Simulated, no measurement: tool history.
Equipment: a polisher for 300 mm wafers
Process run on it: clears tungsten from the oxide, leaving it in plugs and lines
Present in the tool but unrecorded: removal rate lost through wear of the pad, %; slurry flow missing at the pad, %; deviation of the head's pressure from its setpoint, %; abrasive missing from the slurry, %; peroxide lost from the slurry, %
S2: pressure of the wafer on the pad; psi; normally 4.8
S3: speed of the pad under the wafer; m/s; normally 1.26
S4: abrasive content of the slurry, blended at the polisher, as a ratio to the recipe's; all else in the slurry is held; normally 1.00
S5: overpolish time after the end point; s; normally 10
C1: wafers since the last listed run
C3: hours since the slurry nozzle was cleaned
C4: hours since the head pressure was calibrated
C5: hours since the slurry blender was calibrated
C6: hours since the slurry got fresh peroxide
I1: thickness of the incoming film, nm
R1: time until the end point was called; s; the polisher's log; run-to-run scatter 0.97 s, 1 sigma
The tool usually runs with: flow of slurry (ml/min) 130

{"run": 1, "hour": 0.0, "flow of slurry (ml/min)": 130, "S2": 4.8, "S3": 1.26, "S4": 1.0, "S5": 10, "C1": 0, "wafers polished on this pad": 348, "C3": 609.6, "C4": 52.2, "C5": 245.6, "C6": 87.7, "I1": 533.3, "R1": 59.9}
{"run": 2, "hour": 10.5, "flow of slurry (ml/min)": 130, "S2": 4.8, "S3": 1.26, "S4": 1.0, "S5": 10, "C1": 77, "wafers polished on this pad": 426, "C3": 620.1, "C4": 62.7, "C5": 256.1, "C6": 98.2, "I1": 534.5, "R1": 60.6}
{"run": 3, "hour": 27.1, "flow of slurry (ml/min)": 90, "S2": 3.9, "S3": 1.26, "S4": 1.25, "S5": 14, "C1": 123, "wafers polished on this pad": 549, "C3": 636.7, "C4": 79.3, "C5": 272.7, "C6": 114.8, "I1": 535.2, "R1": 74.5}
{"run": 4, "hour": 34.2, "flow of slurry (ml/min)": 130, "S2": 4.8, "S3": 1.26, "S4": 1.0, "S5": 10, "C1": 52, "wafers polished on this pad": 601, "C3": 643.8, "C4": 86.4, "C5": 279.8, "C6": 121.9, "I1": 532.7, "R1": 58.3}
{"hour": 37.4, "done": "slurry tank refilled with fresh slurry and peroxide"}
{"hour": 42.9, "done": "head pressure recalibrated, repeated, since the last time left the tool worse"}
{"run": 5, "hour": 44.3, "flow of slurry (ml/min)": 130, "S2": 5.9, "S3": 1.26, "S4": 1.0, "S5": 10, "C1": 52, "wafers polished on this pad": 654, "C3": 653.9, "C4": 1.4, "C5": 289.9, "C6": 6.9, "I1": 535.2, "R1": 57.0}
{"hour": 58.7, "done": "worn pad replaced by a new one"}
{"run": 6, "hour": 61.4, "flow of slurry (ml/min)": 130, "S2": 4.0, "S3": 0.92, "S4": 1.0, "S5": 10, "C1": 97, "wafers polished on this pad": 20, "C3": 671.0, "C4": 18.5, "C5": 307.0, "C6": 24.0, "I1": 539.5, "R1": 106.3}
{"run": 7, "hour": 69.9, "flow of slurry (ml/min)": 160, "S2": 4.8, "S3": 1.26, "S4": 1.1, "S5": 10, "C1": 62, "wafers polished on this pad": 83, "C3": 679.5, "C4": 27.0, "C5": 315.5, "C6": 32.5, "I1": 522.4, "R1": 61.9}
{"run": 8, "hour": 84.3, "flow of slurry (ml/min)": 115, "S2": 4.8, "S3": 1.26, "S4": 1.0, "S5": 16, "C1": 106, "wafers polished on this pad": 189, "C3": 693.9, "C4": 41.4, "C5": 329.9, "C6": 46.9, "I1": 535.5, "R1": 70.0}
{"run": 9, "hour": 102.1, "flow of slurry (ml/min)": 90, "S2": 4.8, "S3": 1.52, "S4": 0.85, "S5": 15, "C1": 131, "wafers polished on this pad": 321, "C3": 711.7, "C4": 59.2, "C5": 347.7, "C6": 64.7, "I1": 537.9, "R1": 63.0}
{"run": 10, "hour": 109.6, "flow of slurry (ml/min)": 130, "S2": 3.1, "S3": 1.54, "S4": 1.0, "S5": 10, "C1": 55, "wafers polished on this pad": 377, "C3": 719.2, "C4": 66.7, "C5": 355.2, "C6": 72.2, "I1": 530.6, "R1": 74.5}
{"run": 11, "hour": 116.0, "flow of slurry (ml/min)": 170, "S2": 4.8, "S3": 1.26, "S4": 1.0, "S5": 10, "C1": 47, "wafers polished on this pad": 424, "C3": 725.6, "C4": 73.1, "C5": 361.6, "C6": 78.6, "I1": 521.6, "R1": 64.0}
{"run": 12, "hour": 128.9, "flow of slurry (ml/min)": 130, "S2": 3.5, "S3": 1.26, "S4": 0.8, "S5": 10, "C1": 95, "wafers polished on this pad": 520, "C3": 738.5, "C4": 86.0, "C5": 374.5, "C6": 91.5, "I1": 526.6, "R1": 86.5}
{"run": 13, "hour": 139.7, "flow of slurry (ml/min)": 130, "S2": 4.8, "S3": 1.12, "S4": 0.8, "S5": 6, "C1": 80, "wafers polished on this pad": 600, "C3": 749.3, "C4": 96.8, "C5": 385.3, "C6": 102.3, "I1": 533.4, "R1": 77.2}
{"run": 14, "hour": 153.8, "flow of slurry (ml/min)": 130, "S2": 4.8, "S3": 1.26, "S4": 1.0, "S5": 10, "C1": 104, "wafers polished on this pad": 704, "C3": 763.4, "C4": 110.9, "C5": 399.4, "C6": 116.4, "I1": 535.8, "R1": 65.6}
{"hour": 159.8, "done": "slurry tank refilled with fresh slurry and peroxide"}
{"run": 15, "hour": 160.3, "flow of slurry (ml/min)": 85, "S2": 5.4, "S3": 0.82, "S4": 1.0, "S5": 10, "C1": 40, "wafers polished on this pad": 745, "C3": 769.9, "C4": 117.4, "C5": 405.9, "C6": 0.5, "I1": 531.0, "R1": 104.0}
{"hour": 166.0, "done": "worn pad replaced by a new one"}
{"run": 16, "hour": 174.2, "flow of slurry (ml/min)": 130, "S2": 4.8, "S3": 1.26, "S4": 1.0, "S5": 10, "C1": 73, "wafers polished on this pad": 61, "C3": 783.8, "C4": 131.3, "C5": 419.8, "C6": 14.4, "I1": 533.8, "R1": 66.2}
{"hour": 182.0, "done": "slurry nozzle cleaned"}
{"hour": 188.6, "done": "slurry blender recalibrated"}
{"run": 17, "hour": 189.1, "flow of slurry (ml/min)": 130, "S2": 3.4, "S3": 1.26, "S4": 1.0, "S5": 10, "C1": 88, "wafers polished on this pad": 149, "C3": 7.1, "C4": 146.2, "C5": 0.5, "C6": 29.3, "I1": 523.0, "R1": 83.5}
{"run": 18, "hour": 202.0, "flow of slurry (ml/min)": 160, "S2": 4.8, "S3": 1.26, "S4": 1.1, "S5": 10, "C1": 95, "wafers polished on this pad": 244, "C3": 20.0, "C4": 159.1, "C5": 13.4, "C6": 42.2, "I1": 525.2, "R1": 62.1}
{"run": 19, "hour": 209.0, "flow of slurry (ml/min)": 130, "S2": 4.8, "S3": 1.26, "S4": 1.0, "S5": 10, "C1": 51, "wafers polished on this pad": 296, "C3": 27.0, "C4": 166.1, "C5": 20.4, "C6": 49.2, "I1": 525.0, "R1": 66.8}
{"run": 20, "hour": 224.3, "flow of slurry (ml/min)": 130, "S2": 4.8, "S3": 1.26, "S4": 1.0, "S5": 7, "C1": 113, "wafers polished on this pad": 410, "C3": 42.3, "C4": 181.4, "C5": 35.7, "C6": 64.5, "I1": 529.9, "R1": 64.9}
{"run": 21, "hour": 241.3, "flow of slurry (ml/min)": 130, "S2": 4.8, "S3": 1.26, "S4": 1.25, "S5": 10, "C1": 125, "wafers polished on this pad": 536, "C3": 59.3, "C4": 198.4, "C5": 52.7, "C6": 81.5, "I1": 526.6, "R1": 63.6}
{"run": 22, "hour": 249.2, "flow of slurry (ml/min)": 145, "S2": 4.8, "S3": 1.46, "S4": 1.15, "S5": 10, "C1": 58, "wafers polished on this pad": 594, "C3": 67.2, "C4": 206.3, "C5": 60.6, "C6": 89.4, "I1": 526.1, "R1": 53.5}
{"run": 23, "hour": 259.3, "flow of slurry (ml/min)": 130, "S2": 6.4, "S3": 1.26, "S4": 0.9, "S5": 10, "C1": 74, "wafers polished on this pad": 669, "C3": 77.3, "C4": 216.4, "C5": 70.7, "C6": 99.5, "I1": 531.6, "R1": 54.3}
{"run": 24, "hour": 276.0, "flow of slurry (ml/min)": 90, "S2": 5.2, "S3": 1.26, "S4": 1.2, "S5": 10, "C1": 123, "wafers polished on this pad": 793, "C3": 94.0, "C4": 233.1, "C5": 87.4, "C6": 116.2, "I1": 530.0, "R1": 66.0}
{"hour": 279.9, "done": "slurry tank refilled with fresh slurry and peroxide"}
{"run": 25, "hour": 285.6, "flow of slurry (ml/min)": 130, "S2": 4.8, "S3": 1.12, "S4": 0.8, "S5": 6, "C1": 63, "wafers polished on this pad": 856, "C3": 103.6, "C4": 242.7, "C5": 97.0, "C6": 5.7, "I1": 531.8, "R1": 76.0}
{"hour": 301.5, "done": "worn pad replaced by a new one"}
{"run": 26, "hour": 302.0, "flow of slurry (ml/min)": 130, "S2": 5.7, "S3": 1.26, "S4": 1.0, "S5": 10, "C1": 91, "wafers polished on this pad": 3, "C3": 120.0, "C4": 259.1, "C5": 113.4, "C6": 22.1, "I1": 529.2, "R1": 57.5}
{"run": 27, "hour": 312.7, "flow of slurry (ml/min)": 110, "S2": 4.8, "S3": 1.26, "S4": 1.0, "S5": 10, "C1": 79, "wafers polished on this pad": 82, "C3": 130.7, "C4": 269.8, "C5": 124.1, "C6": 32.8, "I1": 521.7, "R1": 68.4}

Forecast each of these 3 alternatives for the next run:
{"run": "A", "hour": 313.2, "flow of slurry (ml/min)": 130, "S2": 4.8, "S3": 1.26, "S4": 1.0, "S5": 4, "C1": 3, "wafers polished on this pad": 86, "C3": 131.2, "C4": 270.3, "C5": 124.6, "C6": 33.3, "I1": 532.1, "R1": "?"}
{"run": "B", "hour": 313.2, "flow of slurry (ml/min)": 130, "S2": 4.1, "S3": 0.84, "S4": 0.8, "S5": 6, "C1": 3, "wafers polished on this pad": 86, "C3": 131.2, "C4": 270.3, "C5": 124.6, "C6": 33.3, "I1": 532.1, "R1": "?"}
{"run": "C", "hour": 313.2, "flow of slurry (ml/min)": 85, "S2": 3.6, "S3": 1.26, "S4": 0.8, "S5": 5, "C1": 3, "wafers polished on this pad": 86, "C3": 131.2, "C4": 270.3, "C5": 124.6, "C6": 33.3, "I1": 532.1, "R1": "?"}

run=A R1=65.3
run=B R1=114.5
run=C R1=94.6
Stripped of hidden state, with their random variation kept, the same runs would have yielded:
run=A R1=66.2
run=B R1=116.2
run=C R1=96.0

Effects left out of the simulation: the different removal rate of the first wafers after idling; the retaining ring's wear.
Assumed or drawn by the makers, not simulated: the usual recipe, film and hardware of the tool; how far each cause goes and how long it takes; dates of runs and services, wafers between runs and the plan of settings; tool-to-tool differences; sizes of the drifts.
